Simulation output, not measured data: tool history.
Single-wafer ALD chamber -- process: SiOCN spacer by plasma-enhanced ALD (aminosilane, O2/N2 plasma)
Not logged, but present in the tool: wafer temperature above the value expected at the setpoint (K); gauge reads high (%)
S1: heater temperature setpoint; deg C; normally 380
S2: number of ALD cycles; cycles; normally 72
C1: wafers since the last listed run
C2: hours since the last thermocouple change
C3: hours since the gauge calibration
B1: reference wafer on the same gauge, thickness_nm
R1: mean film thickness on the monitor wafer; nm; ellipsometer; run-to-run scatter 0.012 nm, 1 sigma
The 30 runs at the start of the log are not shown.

run 31 hour=688 | S1=380 S2=58 | C1=37 C2=335.2 C3=123.3 | B1=5.018 | R1=3.761
run 32 hour=700.5 | S1=366 S2=76 | C1=33 C2=347.7 C3=135.8 | B1=5.021 | R1=4.925
run 33 hour=728.1 | S1=376 S2=61 | C1=74 C2=375.3 C3=163.4 | B1=5.02 | R1=3.973
run 34 hour=755.7 | S1=375 S2=79 | C1=74 C2=402.9 C3=191 | B1=5.016 | R1=5.142
run 35 hour=769.7 | S1=388 S2=60 | C1=37 C2=416.9 C3=205 | B1=5.018 | R1=3.869
run 36 hour=794 | S1=372 S2=66 | C1=65 C2=441.2 C3=229.3 | B1=5.019 | R1=4.29
run 37 hour=817.1 | S1=389 S2=86 | C1=62 C2=464.3 C3=252.4 | B1=5.019 | R1=5.605
run 38 hour=841.6 | S1=370 S2=59 | C1=65 C2=488.8 C3=276.9 | B1=5.02 | R1=3.83
run 39 hour=861.4 | S1=380 S2=72 | C1=53 C2=508.6 C3=296.7 | B1=5.02 | R1=4.648
run 40 hour=880.4 | S1=386 S2=76 | C1=51 C2=527.6 C3=315.7 | B1=5.021 | R1=4.951
run 41 hour=952.1 | S1=369 S2=72 | C1=192 C2=599.3 C3=387.4 | B1=5.017 | R1=4.685
run 42 hour=976.1 | S1=380 S2=82 | C1=64 C2=623.3 C3=411.4 | B1=5.019 | R1=5.313

Consider 3 possible next runs. They are alternatives, not a sequence: every one starts from the tool as it was left by run 42. What does each give?
run A hour=976.6 | S1=372 S2=72 | C1=1 C2=623.8 C3=411.9 | B1=? | R1=?
run B hour=976.6 | S1=391 S2=84 | C1=1 C2=623.8 C3=411.9 | B1=? | R1=?
run C hour=976.6 | S1=372 S2=67 | C1=1 C2=623.8 C3=411.9 | B1=? | R1=?

run=A B1=5.024 R1=4.68
run=B B1=5.024 R1=5.46
run=C B1=5.024 R1=4.355
Without the tool's unlogged condition, the same runs would have read:
run=A R1=4.68
run=B R1=5.46
run=C R1=4.355
